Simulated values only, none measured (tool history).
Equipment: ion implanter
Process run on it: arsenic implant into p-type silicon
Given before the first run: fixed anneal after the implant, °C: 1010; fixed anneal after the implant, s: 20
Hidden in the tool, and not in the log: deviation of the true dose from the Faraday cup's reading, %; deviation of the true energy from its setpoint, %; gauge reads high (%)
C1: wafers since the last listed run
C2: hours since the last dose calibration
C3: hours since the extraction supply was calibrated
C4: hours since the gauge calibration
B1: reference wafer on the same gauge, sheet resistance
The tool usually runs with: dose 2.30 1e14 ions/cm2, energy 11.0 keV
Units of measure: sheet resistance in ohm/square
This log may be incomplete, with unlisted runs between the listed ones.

run 1 hour=0.0 | dose=2.30 energy=11.0 | C1=0 C2=1275.7 C3=1081.9 C4=714.8 | B1=377.76 | sheet_resistance=383.16
run 2 hour=98.0 | dose=2.30 energy=11.0 | C1=1400 C2=1373.7 C3=1179.9 C4=812.8 | B1=378.27 | sheet_resistance=383.56
run 3 hour=201.7 | dose=2.30 energy=11.0 | C1=1482 C2=1477.4 C3=1283.6 C4=916.5 | B1=377.82 | sheet_resistance=383.11
run 4 hour=307.3 | dose=2.30 energy=12.5 | C1=1509 C2=1583.0 C3=1389.2 C4=1022.1 | B1=377.87 | sheet_resistance=379.92
run 5 hour=389.1 | dose=2.30 energy=11.0 | C1=1169 C2=1664.8 C3=1471.0 C4=1103.9 | B1=377.99 | sheet_resistance=381.42
run 6 hour=470.6 | dose=2.30 energy=11.0 | C1=1164 C2=1746.3 C3=1552.5 C4=1185.4 | B1=378.04 | sheet_resistance=382.16
-- hour=509.6 Faraday cup replaced and dose calibrated
run 7 hour=520.0 | dose=2.30 energy=11.0 | C1=591 C2=10.4 C3=1601.9 C4=1234.8 | B1=377.82 | sheet_resistance=371.64
run 8 hour=574.2 | dose=2.30 energy=11.0 | C1=774 C2=64.6 C3=1656.1 C4=1289.0 | B1=378.03 | sheet_resistance=371.31
run 9 hour=618.7 | dose=2.30 energy=11.0 | C1=636 C2=109.1 C3=1700.6 C4=1333.5 | B1=377.77 | sheet_resistance=372.61
-- hour=660.9 gauge calibrated
run 10 hour=684.5 | dose=1.84 energy=11.0 | C1=940 C2=174.9 C3=1766.4 C4=23.6 | B1=378.13 | sheet_resistance=439.91
run 11 hour=766.4 | dose=1.90 energy=8.0 | C1=1170 C2=256.8 C3=1848.3 C4=105.5 | B1=378.01 | sheet_resistance=444.77

Expected results for the next run?
-- hour=849.4 Faraday cup replaced and dose calibrated, repeated, since the last time left the tool worse
run 12 hour=857.3 | dose=2.30 energy=8.0 | C1=1184 C2=7.9 C3=1939.2 C4=196.4 | B1=? | sheet_resistance=?

Logged for run 12: B1 377.94, sheet resistance 401.41 ohm/square.
With the hidden condition absent and the run-to-run variation left alone, this run would have shown sheet resistance 399.77 ohm/square.

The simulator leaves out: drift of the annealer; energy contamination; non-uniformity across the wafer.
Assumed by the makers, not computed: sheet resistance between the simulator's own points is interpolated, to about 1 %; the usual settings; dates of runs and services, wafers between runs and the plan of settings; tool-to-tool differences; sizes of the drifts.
